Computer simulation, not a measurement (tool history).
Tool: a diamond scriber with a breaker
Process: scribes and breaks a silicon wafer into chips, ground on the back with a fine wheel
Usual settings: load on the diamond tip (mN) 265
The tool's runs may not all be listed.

run	hour	load on the diamond tip (mN)	wafers since the last listed run	hours since the diamond tip was replaced	hours since the load on the tip was calibrated	incoming depth of the damage left on the back of the incoming wafer, um	depth of the median crack under the scribed line (nm)	chips rejected at inspection after the break (%)
1	0	212	0	19.8	1614.4	1.83	12450	6.25
# hour 49.7: load on the tip recalibrated
2	58.5	212	126	78.3	8.8	2.2	12280	6.82
3	146	284	196	165.8	96.3	2.82	14240	2.4
4	215.3	284	155	235.1	165.6	2.7	14420	2.14
5	282.4	284	150	302.2	232.7	2.12	13960	1.99
6	335.8	295	120	355.6	286.1	1.77	14390	1.88
7	415.2	295	178	435	365.5	2.97	14130	2.48
8	453.6	295	86	473.4	403.9	2.15	14550	1.83
9	512.9	218	133	532.7	463.2	2.55	11980	9.85
10	589.3	265	171	609.1	539.6	2.8	13090	2.89
11	647	265	129	666.8	597.3	2.27	12950	3.16
12	746.4	313	223	766.2	696.7	2.48	13980	1.8
# hour 827.5: diamond tip replaced by a new one, of another model than before
13	850	313	228	22.5	800.3	2.58	15670	5.17
14	900.7	265	113	73.2	851	1.59	13750	1.86
15	999.8	265	222	172.3	950.1	2.69	13600	2.03
16	1101.8	265	229	274.3	1052.1	2.51	13510	2.11
17	1203.6	344	228	376.1	1153.9	2.45	16260	9.18
18	1300.7	265	218	473.2	1251	2.76	13410	2.84
19	1384.5	265	188	557	1334.8	1.98	13430	2.71
20	1479.8	217	214	652.3	1430.1	2.82	11210	15.16
21	1542.2	314	140	714.7	1492.5	2.91	14460	3
22	1603.1	330	136	775.6	1553.4	2.03	15130	3.06
# hour 1619.8: diamond tip replaced by a new one
# hour 1657: load on the tip recalibrated
23	1671.3	265	144	51.5	14.3	2.11	13800	1.61
24	1770	265	221	150.2	113	1.66	13840	1.61
25	1842.2	265	162	222.4	185.2	2.39	13950	2.03
26	1907.6	305	146	287.8	250.6	2.72	15460	4.83
27	2004.2	315	217	384.4	347.2	2.81	15460	6.16
28	2078.1	212	166	458.3	421.1	1.53	11490	12.7
# hour 2363.2: diamond tip replaced by a new one
29	2389.4	265	695	26.2	732.4	2.21	13910	1.82
30	2458	245	154	94.8	801	1.89	13210	2.93
31	2553	324	213	189.8	896	1.57	16080	8.09
32	2659	298	238	295.8	1002	1.85	15160	3.58
33	2718.7	196	134	355.5	1061.7	2.13	10960	16.63
34	2817.6	265	222	454.4	1160.6	2.28	13630	2.09
35	2857.2	211	89	494	1200.2	1.52	11430	15.48
36	2928.4	265	160	565.2	1271.4	1.97	13430	2.13
37	3023.6	265	213	660.4	1366.6	2.73	13310	3.1
38	3083.1	302	133	719.9	1426.1	2.1	14480	2.15
39	3138.1	224	123	774.9	1481.1	2.84	11330	14.49
# hour 3157.2: diamond tip replaced by a new one
40	3211.5	265	160	54.3	1554.5	2.47	13800	1.91
41	3249.5	296	85	92.3	1592.5	2.32	14990	4.02

The same runs without the tool's hidden state, with the same run-to-run variation:
The hidden state here: share of the diamond tip's cutting effectiveness lost through wear, %; deviation of the load on the tip from its setpoint, %.
run	depth of the median crack under the scribed line (nm)	chips rejected at inspection after the break (%)
1	12590	5.49
2	12430	5.97
3	14440	2.65
4	14670	2.42
5	14270	2.36
6	14770	2.57
7	14610	3.29
8	15120	2.7
9	12530	5.95
10	13850	1.89
11	13830	1.77
12	15210	4
13	15920	6.21
14	13980	1.76
15	13860	1.89
16	13850	1.89
17	16810	12.36
18	14000	2.15
19	14170	1.73
20	12000	8.53
21	15660	7.42
22	16590	9.12
23	13850	1.6
24	13920	1.6
25	14080	1.99
26	15660	5.65
27	15780	7.77
28	11820	9.87
29	13930	1.82
30	13230	2.86
31	16160	8.53
32	15320	4.16
33	11140	14.93
34	13980	1.86
35	11780	11.92
36	13970	1.64
37	14040	2.08
38	15440	4.83
39	12210	7.3
40	13810	1.91
41	15010	4.1
